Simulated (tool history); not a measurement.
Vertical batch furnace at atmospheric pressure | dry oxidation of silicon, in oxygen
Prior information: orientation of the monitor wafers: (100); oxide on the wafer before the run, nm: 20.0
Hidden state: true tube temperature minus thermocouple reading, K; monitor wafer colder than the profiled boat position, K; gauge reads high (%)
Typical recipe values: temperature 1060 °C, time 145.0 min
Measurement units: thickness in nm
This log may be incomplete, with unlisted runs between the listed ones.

run,day,temperature,time,wafers since the last listed run,hours since the last temperature calibration,hours since the boat lift was adjusted,hours since the gauge calibration,"read-back reference wafer on the same gauge, thickness",thickness
1,0.000,1060,145.0,0,3558.5,4945.6,179.0,155.99,142.84
2,1.525,1060,145.0,488,3595.1,4982.2,215.6,156.02,143.17
3,2.204,1060,145.0,217,3611.4,4998.5,231.9,156.02,143.04
4,2.921,1060,104.5,229,3628.6,5015.7,249.1,156.00,116.90
5,4.088,1060,104.5,373,3656.6,5043.7,277.1,155.98,116.71
6,4.504,1060,104.5,133,3666.6,5053.7,287.1,156.00,116.72
7,5.446,1060,145.0,301,3689.2,5076.3,309.7,156.03,142.86
8,6.608,1060,145.0,372,3717.1,5104.2,337.6,155.99,142.83
9,7.171,1067,145.0,180,3730.6,5117.7,351.1,155.99,150.00
10,7.812,1067,145.0,205,3746.0,5133.1,366.5,156.00,150.06
# day 8.479: gauge calibrated
# day 9.017: boat lift adjusted
11,9.038,1060,190.5,72,3775.4,0.5,13.4,156.00,169.42
12,9.571,1060,188.5,170,3788.2,13.3,26.2,156.01,167.81
13,10.621,1080,113.0,336,3813.4,38.5,51.4,156.01,140.81
# day 11.679: thermocouples replaced and temperature profile calibrated
14,11.700,1060,145.0,25,0.5,64.4,77.3,155.96,142.61
15,12.271,1083,119.5,182,14.2,78.1,91.0,156.00,148.61
16,12.954,1060,145.0,218,30.6,94.5,107.4,156.03,143.05
17,13.604,1049,164.5,208,46.2,110.1,123.0,156.01,142.59
18,14.283,1053,178.5,217,62.5,126.4,139.3,156.00,154.42
19,15.104,1060,145.0,262,82.2,146.1,159.0,155.98,142.64
20,15.550,1075,145.0,142,92.9,156.8,169.7,156.04,158.40
21,16.475,1060,145.0,296,115.1,179.0,191.9,156.01,142.91

Hidden state, per run?
true tube temperature minus thermocouple reading, K: 0 at every run
monitor wafer colder than the profiled boat position, K: 0 at every run
gauge reads high (%): 0 at every run
